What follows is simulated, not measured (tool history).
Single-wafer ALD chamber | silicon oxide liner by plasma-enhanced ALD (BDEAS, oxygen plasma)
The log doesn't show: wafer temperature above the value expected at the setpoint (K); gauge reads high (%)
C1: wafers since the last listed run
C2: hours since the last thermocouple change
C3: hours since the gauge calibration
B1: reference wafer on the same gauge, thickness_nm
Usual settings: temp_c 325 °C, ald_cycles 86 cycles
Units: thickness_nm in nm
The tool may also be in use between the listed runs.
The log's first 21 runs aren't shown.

{"run": 22, "hour": 1471.4, "temp_c": 325, "ald_cycles": 86, "C1": 228, "C2": 2003.3, "C3": 2058.8, "B1": 7.663, "thickness_nm": 7.083}
{"run": 23, "hour": 1535.6, "temp_c": 314, "ald_cycles": 77, "C1": 237, "C2": 2067.5, "C3": 2123, "B1": 7.664, "thickness_nm": 6.408}
{"run": 24, "hour": 1574.3, "temp_c": 337, "ald_cycles": 76, "C1": 143, "C2": 2106.2, "C3": 2161.7, "B1": 7.657, "thickness_nm": 6.16}
{"hour": 1601.7, "done": "thermocouple changed; heater temperature recalibrated"}
{"run": 25, "hour": 1687.8, "temp_c": 331, "ald_cycles": 78, "C1": 390, "C2": 86.1, "C3": 2275.2, "B1": 7.648, "thickness_nm": 6.349}
{"run": 26, "hour": 1760.1, "temp_c": 325, "ald_cycles": 86, "C1": 267, "C2": 158.4, "C3": 2347.5, "B1": 7.643, "thickness_nm": 7.069}
{"run": 27, "hour": 1811.0, "temp_c": 325, "ald_cycles": 98, "C1": 188, "C2": 209.3, "C3": 2398.4, "B1": 7.645, "thickness_nm": 8.029}
{"run": 28, "hour": 1852.6, "temp_c": 339, "ald_cycles": 91, "C1": 153, "C2": 250.9, "C3": 2440, "B1": 7.632, "thickness_nm": 7.306}
{"run": 29, "hour": 1906.4, "temp_c": 319, "ald_cycles": 103, "C1": 199, "C2": 304.7, "C3": 2493.8, "B1": 7.632, "thickness_nm": 8.505}
{"hour": 1966.0, "done": "gauge calibrated"}
{"run": 30, "hour": 2014.1, "temp_c": 311, "ald_cycles": 99, "C1": 398, "C2": 412.4, "C3": 48.1, "B1": 7.796, "thickness_nm": 8.435}
{"run": 31, "hour": 2059.8, "temp_c": 331, "ald_cycles": 78, "C1": 169, "C2": 458.1, "C3": 93.8, "B1": 7.795, "thickness_nm": 6.478}
{"run": 32, "hour": 2165.8, "temp_c": 311, "ald_cycles": 99, "C1": 392, "C2": 564.1, "C3": 199.8, "B1": 7.788, "thickness_nm": 8.409}
{"run": 33, "hour": 2261.5, "temp_c": 325, "ald_cycles": 86, "C1": 354, "C2": 659.8, "C3": 295.5, "B1": 7.768, "thickness_nm": 7.14}
{"run": 34, "hour": 2348.1, "temp_c": 332, "ald_cycles": 86, "C1": 320, "C2": 746.4, "C3": 382.1, "B1": 7.771, "thickness_nm": 7.096}
{"run": 35, "hour": 2411.6, "temp_c": 313, "ald_cycles": 102, "C1": 234, "C2": 809.9, "C3": 445.6, "B1": 7.77, "thickness_nm": 8.625}
{"run": 36, "hour": 2464.8, "temp_c": 325, "ald_cycles": 86, "C1": 196, "C2": 863.1, "C3": 498.8, "B1": 7.756, "thickness_nm": 7.137}
{"run": 37, "hour": 2506.8, "temp_c": 325, "ald_cycles": 78, "C1": 155, "C2": 905.1, "C3": 540.8, "B1": 7.748, "thickness_nm": 6.479}
{"run": 38, "hour": 2570.2, "temp_c": 337, "ald_cycles": 91, "C1": 234, "C2": 968.5, "C3": 604.2, "B1": 7.762, "thickness_nm": 7.444}
{"run": 39, "hour": 2621.5, "temp_c": 310, "ald_cycles": 101, "C1": 189, "C2": 1019.8, "C3": 655.5, "B1": 7.747, "thickness_nm": 8.569}
{"run": 40, "hour": 2716.0, "temp_c": 325, "ald_cycles": 82, "C1": 349, "C2": 1114.3, "C3": 750, "B1": 7.745, "thickness_nm": 6.801}
{"run": 41, "hour": 2815.6, "temp_c": 335, "ald_cycles": 73, "C1": 368, "C2": 1213.9, "C3": 849.6, "B1": 7.727, "thickness_nm": 5.965}
{"run": 42, "hour": 2920.0, "temp_c": 312, "ald_cycles": 74, "C1": 386, "C2": 1318.3, "C3": 954, "B1": 7.713, "thickness_nm": 6.23}
{"run": 43, "hour": 2963.2, "temp_c": 325, "ald_cycles": 86, "C1": 159, "C2": 1361.5, "C3": 997.2, "B1": 7.719, "thickness_nm": 7.14}
{"run": 44, "hour": 3058.7, "temp_c": 325, "ald_cycles": 86, "C1": 353, "C2": 1457, "C3": 1092.7, "B1": 7.718, "thickness_nm": 7.127}

Forecast each of these 5 alternatives for the next run:
{"run": "A", "hour": 3059.2, "temp_c": 325, "ald_cycles": 86, "C1": 1, "C2": 1457.5, "C3": 1093.2, "B1": "?", "thickness_nm": "?"}
{"run": "B", "hour": 3059.2, "temp_c": 325, "ald_cycles": 70, "C1": 1, "C2": 1457.5, "C3": 1093.2, "B1": "?", "thickness_nm": "?"}
{"run": "C", "hour": 3059.2, "temp_c": 330, "ald_cycles": 78, "C1": 1, "C2": 1457.5, "C3": 1093.2, "B1": "?", "thickness_nm": "?"}
{"run": "D", "hour": 3059.2, "temp_c": 321, "ald_cycles": 101, "C1": 1, "C2": 1457.5, "C3": 1093.2, "B1": "?", "thickness_nm": "?"}
{"run": "E", "hour": 3059.2, "temp_c": 334, "ald_cycles": 100, "C1": 1, "C2": 1457.5, "C3": 1093.2, "B1": "?", "thickness_nm": "?"}

run=A B1=7.712 thickness_nm=7.125
run=B B1=7.712 thickness_nm=5.799
run=C B1=7.712 thickness_nm=6.421
run=D B1=7.712 thickness_nm=8.41
run=E B1=7.712 thickness_nm=8.19
Without the tool's hidden state the same runs would have given:
run=A thickness_nm=7.204
run=B thickness_nm=5.864
run=C thickness_nm=6.492
run=D thickness_nm=8.503
run=E thickness_nm=8.28
